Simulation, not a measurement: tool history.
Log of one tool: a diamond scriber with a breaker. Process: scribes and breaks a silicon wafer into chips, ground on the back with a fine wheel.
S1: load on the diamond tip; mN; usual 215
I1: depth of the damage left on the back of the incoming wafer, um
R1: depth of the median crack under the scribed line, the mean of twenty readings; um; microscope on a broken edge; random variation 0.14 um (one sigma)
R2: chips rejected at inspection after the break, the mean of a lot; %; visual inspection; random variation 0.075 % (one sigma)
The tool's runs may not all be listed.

run   hour   S1    I1     R1    R2
  1      0  215  1.92   8.36  4.08
  2   12.8  215  1.53   8.19  3.61
  3   21.7  215  1.78   8.28  3.77
  4   29.4  215  2.74   8.17  6.52
  5   46.6  215  2.37   8.25  5.34
  6   63.4  215  2.99   7.99  8.07
  7   71.4  232  2.44   8.33  4.62
  8   88.1  215   2.2   8.08  5.62
  9   99.2  215  2.89   7.94  7.99
 10  107.9  215  2.23   7.87  5.87
 11  115.9  248     3   8.54  5.64
 12  124.6  215  2.36   7.97  6.58
 13  133.9  215   2.5   7.71  7.08
 14    148  215  1.59   7.87  5.82
     161.3  -- diamond tip replaced by a new one
 15  162.1  215  2.38    9.6  2.09
 16  169.8  215  1.62   9.46  1.27
 17    184  215  1.81   9.48   1.4
 18  194.9  162  2.56   8.26  5.64
 19  207.8  242   2.4  10.29  2.41
 20  216.6  264  2.45   10.9  3.05
     226.1  -- load on the tip recalibrated
 21  228.4  215  1.87   9.86  1.35
 22  240.3  268  2.67  10.98  3.53
 23  249.8  250  2.17  10.44  2.25
 24  258.7  215   1.6   9.66  1.15
 25  268.3  270  2.29  11.03  3.07
 26  276.5  234  1.68   10.1  1.28
 27  289.9  215  2.49   9.43  2.17
 28    304  152  1.52   7.83   4.6
 29  319.7  215  2.37   9.49  2.02
 30  332.3  215   2.4   9.84  2.09
 31  348.8  184  2.19      9  2.91
 32  355.8  178  2.62   8.95  4.19
 33  366.5  215  1.98   9.68  1.55
 34  373.7  215  1.78   9.62  1.31
 35  384.9  259  2.14   10.9  2.25

Measured less the same run without the tool's hidden state. The same run-to-run variation is in both; the gauge's scatter may not be:
The hidden state here: share of the diamond tip's cutting effectiveness lost through wear, %; deviation of the load on the tip from its setpoint, %.
run     R1     R2
  1  -1.46  +2.61
  2  -1.48  +2.48
  3  -1.53  +2.54
  4  -1.53  +3.79
  5   -1.6   +3.4
  6  -1.62  +4.73
  7  -1.71  +2.46
  8  -1.73  +3.87
  9  -1.74  +5.01
 10  -1.76  +4.12
 11  -1.94  +2.27
 12  -1.86  +4.61
 13  -1.83  +4.91
 14  -1.92  +4.57
 15  -0.03  +0.01
 16  -0.03  +0.01
 17  -0.04  +0.01
 18  -0.02  +0.12
 19  -0.03  -0.04
 20  -0.04  -0.07
 21  -0.04     +0
 22  -0.05  -0.08
 23  -0.05  -0.06
 24  -0.05     +0
 25  -0.06   -0.1
 26  -0.05  -0.03
 27  -0.05  +0.03
 28  -0.05  +0.21
 29  -0.06  +0.03
 30  -0.08  +0.03
 31  -0.07  +0.17
 32  -0.08  +0.23
 33  -0.09  +0.02
 34   -0.1  +0.02
 35  -0.12  -0.18
